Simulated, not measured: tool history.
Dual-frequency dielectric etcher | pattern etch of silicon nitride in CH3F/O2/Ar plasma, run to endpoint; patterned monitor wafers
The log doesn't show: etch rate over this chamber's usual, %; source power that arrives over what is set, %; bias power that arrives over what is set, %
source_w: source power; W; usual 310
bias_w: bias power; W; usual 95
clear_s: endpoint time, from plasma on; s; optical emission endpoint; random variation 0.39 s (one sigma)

run   hour  source_w  bias_w  wafers since the last listed run  hours since the last wet clean  hours since the last source power generator calibration  hours since the last bias power generator calibration  hours since the last upper electrode change  incoming incoming film thickness, nm  clear_s
  1      0       310      95                                 0                            71.1                                                   2590.5                                                 2984.2                                       5521.9                                 45.56     64.7
  2   17.6       310      95                               168                            88.7                                                   2608.1                                                 3001.8                                       5539.5                                 44.97     64.2
  3   48.7       310      95                               298                           119.8                                                   2639.2                                                 3032.9                                       5570.6                                 45.89     66.4
  4   78.3       310      95                               283                           149.4                                                   2668.8                                                 3062.5                                       5600.2                                  45.6     66.2
  5   93.3       310     109                               143                           164.4                                                   2683.8                                                 3077.5                                       5615.2                                 45.28     61.8
  6  113.2       310     109                               190                           184.3                                                   2703.7                                                 3097.4                                       5635.1                                 45.52     62.5
     134.6  -- source power generator calibrated
  7  146.8       360     114                               283                           217.9                                                     12.2                                                   3131                                       5668.7                                 45.58     58.4
  8  168.6       360     114                               209                           239.7                                                       34                                                 3152.8                                       5690.5                                 44.73     56.6
  9  203.3       360     114                               332                           274.4                                                     68.7                                                 3187.5                                       5725.2                                 45.11     57.8
 10  222.4       310      95                               183                           293.5                                                     87.8                                                 3206.6                                       5744.3                                 45.47     67.6
 11  244.6       310      95                               212                           315.7                                                      110                                                 3228.8                                       5766.5                                 45.34     67.3
     285.6  -- wet clean of the chamber
 12  286.1       310      95                               167                             0.5                                                    151.5                                                 3270.3                                         5808                                 45.69     64.8
 13  296.9       240      78                               103                            11.3                                                    162.3                                                 3281.1                                       5818.8                                 45.73     78.1
 14  331.9       310      77                               335                            46.3                                                    197.3                                                 3316.1                                       5853.8                                 45.33       71
 15  367.1       240      76                               337                            81.5                                                    232.5                                                 3351.3                                         5889                                 45.43     78.5
 16  394.1       340     111                               258                           108.5                                                    259.5                                                 3378.3                                         5916                                 45.46     58.8
     419.6  -- upper electrode replaced
 17  420.1       270      95                                19                           134.5                                                    285.5                                                 3404.3                                          0.5                                 45.61       69
 18    443       350      75                               219                           157.4                                                    308.4                                                 3427.2                                         23.4                                 45.65     70.1
 19  461.8       350      81                               180                           176.2                                                    327.2                                                   3446                                         42.2                                 45.73     68.6
 20  492.5       290     110                               294                           206.9                                                    357.9                                                 3476.7                                         72.9                                 45.44     63.4
 21  512.6       360      85                               192                             227                                                      378                                                 3496.8                                           93                                 45.86     66.7
 22  545.8       370     111                               318                           260.2                                                    411.2                                                   3530                                        126.2                                 45.52     58.1
 23  561.8       250      81                               153                           276.2                                                    427.2                                                   3546                                        142.2                                 45.46     78.2
     590.3  -- bias power generator calibrated
 24  592.4       290     102                               255                           306.8                                                    457.8                                                    2.1                                        172.8                                 45.35     66.5
 25  613.4       310     109                               201                           327.8                                                    478.8                                                   23.1                                        193.8                                 45.52     63.3
 26  626.3       260     117                               123                           340.7                                                    491.7                                                     36                                        206.7                                 45.45     65.1
       657  -- wet clean of the chamber
 27  657.5       340      95                                69                             0.5                                                    522.9                                                   67.2                                        237.9                                 45.16     61.3
 28  664.9       310      95                                70                             7.9                                                    530.3                                                   74.6                                        245.3                                 45.49     64.5
 29  686.3       260      82                               205                            29.3                                                    551.7                                                     96                                        266.7                                 45.42     73.4
 30  716.1       310      95                               285                            59.1                                                    581.5                                                  125.8                                        296.5                                 45.32     64.7
 31  750.9       310      95                               333                            93.9                                                    616.3                                                  160.6                                        331.3                                 45.34     65.3
 32  774.6       310      83                               227                           117.6                                                      640                                                  184.3                                          355                                 45.43       69
 33  810.6       310      95                               345                           153.6                                                      676                                                  220.3                                          391                                 45.48     65.4
 34  826.8       310     104                               155                           169.8                                                    692.2                                                  236.5                                        407.2                                 45.43     63.5
 35  857.3       360     104                               292                           200.3                                                    722.7                                                    267                                        437.7                                 45.33       60

4 ways to go on from here, each from the tool as it stands after run 35. What would each give?
  A  857.7       310      81                                 3                           200.7                                                    723.1                                                  267.4                                        438.1                                 45.25        ?
  B  857.7       330     110                                 3                           200.7                                                    723.1                                                  267.4                                        438.1                                 45.25        ?
  C  857.7       360      81                                 3                           200.7                                                    723.1                                                  267.4                                        438.1                                 45.25        ?
  D  857.7       270     111                                 3                           200.7                                                    723.1                                                  267.4                                        438.1                                 45.25        ?

run  clear_s
  A     70.6
  B     59.9
  C     66.7
  D     64.2
Without the tool's hidden state the same runs would have given:
run  clear_s
  A     68.6
  B     58.2
  C     64.9
  D     62.4
